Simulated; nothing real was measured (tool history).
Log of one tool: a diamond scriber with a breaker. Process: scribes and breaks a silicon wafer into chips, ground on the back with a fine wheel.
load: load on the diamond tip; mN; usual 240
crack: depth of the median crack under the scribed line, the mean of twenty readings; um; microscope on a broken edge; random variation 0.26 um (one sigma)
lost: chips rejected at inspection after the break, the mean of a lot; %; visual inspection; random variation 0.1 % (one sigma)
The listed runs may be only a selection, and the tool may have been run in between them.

run    hour  load  wafers since the last listed run  hours since the diamond tip was replaced  hours since the load on the tip was calibrated  incoming depth of the damage left on the back of the incoming wafer, um  crack   lost
  1     0.0   240                                 0                                     546.4                                          1017.3                                                                     1.73  12.31   5.57
  2    91.7   240                               143                                     638.1                                          1109.0                                                                     1.53  11.88   6.71
      128.0  -- load on the tip recalibrated
  3   135.6   240                                65                                     682.0                                             7.6                                                                     1.59  13.17   3.49
  4   187.4   240                                81                                     733.8                                            59.4                                                                     2.07  13.01   3.70
  5   282.3   265                               148                                     828.7                                           154.3                                                                     1.80  13.26   2.40
  6   388.5   197                               166                                     934.9                                           260.5                                                                     1.72  10.04  15.19
      475.7  -- diamond tip replaced by a new one
  7   476.2   240                               134                                       0.5                                           348.2                                                                     2.35  14.27   1.99
  8   514.4   240                                59                                      38.7                                           386.4                                                                     2.40  14.23   2.13
  9   574.9   240                                94                                      99.2                                           446.9                                                                     1.73  14.15   1.81
 10   637.1   215                                97                                     161.4                                           509.1                                                                     2.59  12.53   5.08
 11   684.2   215                                73                                     208.5                                           556.2                                                                     2.89  11.98   6.11
 12   787.9   215                               162                                     312.2                                           659.9                                                                     1.66  12.41   6.38
 13   850.2   264                                97                                     374.5                                           722.2                                                                     2.94  14.11   2.58
 14   918.5   240                               107                                     442.8                                           790.5                                                                     1.82  13.00   4.12
 15   993.8   190                               118                                     518.1                                           865.8                                                                     2.26  10.02  18.04
 16  1075.3   265                               127                                     599.6                                           947.3                                                                     1.82  13.27   2.91
 17  1176.3   182                               158                                     700.6                                          1048.3                                                                     2.72   8.75  23.44
 18  1265.9   240                               140                                     790.2                                          1137.9                                                                     2.01  11.64   8.42
 19  1316.6   305                                79                                     840.9                                          1188.6                                                                     1.57  14.11   2.09
 20  1413.8   300                               152                                     938.1                                          1285.8                                                                     1.97  13.78   2.81
     1445.2  -- diamond tip replaced by a new one
 21  1492.5   221                               120                                      47.3                                          1364.5                                                                     1.94  12.02   6.13
     1506.7  -- load on the tip recalibrated
 22  1583.2   297                               139                                     138.0                                            76.5                                                                     2.78  17.55   4.89
 23  1681.9   180                               154                                     236.7                                           175.2                                                                     2.87  10.84  13.02
 24  1757.2   240                               118                                     312.0                                           250.5                                                                     1.96  14.12   2.24
 25  1809.2   240                                81                                     364.0                                           302.5                                                                     2.58  13.96   2.88
 26  1906.5   284                               152                                     461.3                                           399.8                                                                     1.69  15.68   1.96
 27  1951.4   285                                70                                     506.2                                           444.7                                                                     1.69  15.41   2.03
 28  2002.7   278                                80                                     557.5                                           496.0                                                                     2.86  14.89   2.09
 29  2105.1   240                               160                                     659.9                                           598.4                                                                     2.45  12.43   4.56

Consider 5 possible next runs. They are alternatives, not a sequence: every one starts from the tool as it was left by run 29. What does each give?
  A  2105.8   240                                 1                                     660.6                                           599.1                                                                     2.72      ?     ?
  B  2105.8   269                                 1                                     660.6                                           599.1                                                                     2.72      ?     ?
  C  2105.8   266                                 1                                     660.6                                           599.1                                                                     2.72      ?     ?
  D  2105.8   205                                 1                                     660.6                                           599.1                                                                     2.72      ?     ?
  E  2105.8   177                                 1                                     660.6                                           599.1                                                                     2.72      ?     ?

run  crack   lost
  A  13.04   5.00
  B  14.43   2.63
  C  14.29   2.78
  D  11.26  11.70
  E   9.73  21.54
Had the tool no hidden state, the same runs would have come out as:
run  crack   lost
  A  15.34   2.16
  B  16.97   3.00
  C  16.81   2.83
  D  13.25   4.51
  E  11.44  10.78

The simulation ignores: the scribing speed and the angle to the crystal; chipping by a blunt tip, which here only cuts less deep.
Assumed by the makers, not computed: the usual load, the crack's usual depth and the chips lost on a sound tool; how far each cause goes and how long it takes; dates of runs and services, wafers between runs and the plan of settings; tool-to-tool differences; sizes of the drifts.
